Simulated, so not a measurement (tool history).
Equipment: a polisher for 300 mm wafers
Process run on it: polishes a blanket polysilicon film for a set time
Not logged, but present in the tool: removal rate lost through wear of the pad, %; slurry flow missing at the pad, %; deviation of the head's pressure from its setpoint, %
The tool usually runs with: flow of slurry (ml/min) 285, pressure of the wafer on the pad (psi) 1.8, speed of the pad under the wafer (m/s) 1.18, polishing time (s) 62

run     day  flow of slurry (ml/min)  pressure of the wafer on the pad (psi)  speed of the pad under the wafer (m/s)  polishing time (s)  wafers since the last listed run  wafers polished on this pad  hours since the slurry nozzle was cleaned  hours since the head pressure was calibrated  incoming thickness of the incoming film, nm  film removed (angstrom)
  1       0                      310                                     1.8                                    1.28                  62                                 0                         1963                                      311.9                                         718.5                                       1123.9                     5084
  2   2.842                      285                                     1.8                                    1.18                  62                               462                         2425                                      380.1                                         786.7                                         1102                     4776
  3   5.142                      285                                     1.8                                    1.18                  62                               374                         2800                                      435.3                                         841.9                                       1121.1                     4692
  4   7.925                      285                                     1.8                                    1.18                  62                               453                         3254                                      502.1                                         908.7                                         1128                     4667
      9.883  -- worn pad replaced by a new one
  5  10.846                      285                                     1.8                                    1.18                  62                               448                          156                                      572.2                                         978.8                                       1113.9                     4696
     12.388  -- slurry nozzle cleaned
  6  13.325                      285                                     1.8                                    1.18                  62                               397                          553                                       22.5                                        1038.3                                       1133.8                     4702
  7  16.208                      285                                     1.8                                    1.18                  62                               469                         1023                                       91.7                                        1107.5                                       1123.2                     4747
  8  18.038                      285                                     1.8                                    1.18                  62                               297                         1321                                      135.6                                        1151.4                                         1112                     4719
  9    19.4                      285                                     1.4                                    1.18                  62                               221                         1543                                      168.3                                        1184.1                                       1113.7                     3784
 10  21.617                      285                                     1.4                                    1.18                  62                               361                         1904                                      221.5                                        1237.3                                       1119.1                     3795
 11  23.529                      285                                     1.4                                    1.18                  62                               311                         2215                                      267.4                                        1283.2                                       1124.2                     3731
 12  25.625                      285                                     1.8                                    1.18                  62                               341                         2557                                      317.7                                        1333.5                                       1118.6                     4609
 13  27.367                      285                                     1.8                                    1.18                  62                               283                         2840                                      359.5                                        1375.3                                       1134.2                     4594
     27.854  -- head pressure recalibrated
     28.204  -- worn pad replaced by a new one
 14  29.838                      315                                     1.6                                    1.18                  62                               361                          265                                      418.8                                          47.6                                       1133.1                     4269
 15  31.504                      255                                     1.8                                    1.18                  62                               271                          537                                      458.8                                          87.6                                       1108.6                     4688
 16  33.242                      285                                     2.1                                    1.18                  62                               283                          820                                      500.5                                         129.3                                         1122                     5345
     33.962  -- slurry nozzle cleaned
 17  35.371                      285                                     1.6                                       1                  62                               340                         1160                                       33.8                                         180.4                                       1111.7                     3590
 18  37.508                      285                                     1.8                                    1.18                  46                               348                         1508                                       85.1                                         231.7                                       1123.8                     3459
 19  39.683                      285                                     1.8                                    1.36                  62                               354                         1862                                      137.3                                         283.9                                       1111.8                     5392
 20  42.346                      245                                     1.8                                    1.18                  62                               433                         2296                                      201.2                                         347.8                                       1109.2                     4702
 21  43.354                      285                                     1.8                                    1.18                  77                               164                         2460                                      225.4                                           372                                       1125.5                     5875
      45.25  -- worn pad replaced by a new one
 22  46.108                      250                                     1.8                                    1.18                  81                               421                          139                                      291.5                                         438.1                                       1123.8                     6087
 23  47.483                      285                                     1.8                                    1.18                  62                               223                          363                                      324.5                                         471.1                                         1132                     4695
 24  49.308                      285                                     2.2                                    1.18                  62                               297                          661                                      368.3                                         514.9                                       1142.7                     5557
 25  51.117                      320                                     1.8                                    1.18                  79                               294                          955                                      411.7                                         558.3                                       1101.1                     5990
 26  53.921                      285                                     1.8                                    1.54                  62                               456                         1412                                        479                                         625.6                                       1130.9                     5984
 27  55.621                      320                                     2.3                                     0.9                  62                               276                         1689                                      519.8                                         666.4                                       1128.1                     4670
 28  58.158                      330                                       2                                    1.02                  55                               413                         2102                                      580.7                                         727.3                                       1106.7                     4069
     59.867  -- slurry nozzle cleaned
 29  60.392                      285                                     1.8                                    1.18                  62                               357                         2459                                       12.6                                         780.9                                       1109.3                     4646
     62.862  -- worn pad replaced by a new one
 30  63.054                      285                                     2.2                                    1.18                  62                               406                           31                                       76.5                                         844.8                                       1095.1                     5577
 31  64.229                      285                                     2.1                                    1.18                  76                               191                          222                                      104.7                                           873                                       1111.8                     6620
 32  66.875                      310                                     1.8                                    1.28                  62                               431                          653                                      168.2                                         936.5                                       1125.7                     4980
 33    68.9                      240                                     2.3                                    0.88                  68                               329                          983                                      216.8                                         985.1                                         1115                     4792
 34  77.658                      285                                     1.8                                    1.34                  62                              1426                         2410                                        427                                        1195.3                                       1118.2                     5282
 35  79.579                      380                                     1.8                                    1.34                  74                               312                         2723                                      473.1                                        1241.4                                       1120.4                     6381
     79.883  -- head pressure recalibrated
 36  81.242                      245                                     2.3                                    1.18                  62                               257                         2980                                        513                                          32.6                                       1126.7                     5752
     82.375  -- worn pad replaced by a new one
 37  83.183                      285                                     1.8                                    1.18                  62                               289                          131                                      559.6                                          79.2                                       1128.2                     4696

What the log doesn't show, run by run:
removal rate lost through wear of the pad, %: 0 in every run
slurry flow missing at the pad, %: 0 in every run
deviation of the head's pressure from its setpoint, %: 0 in every run
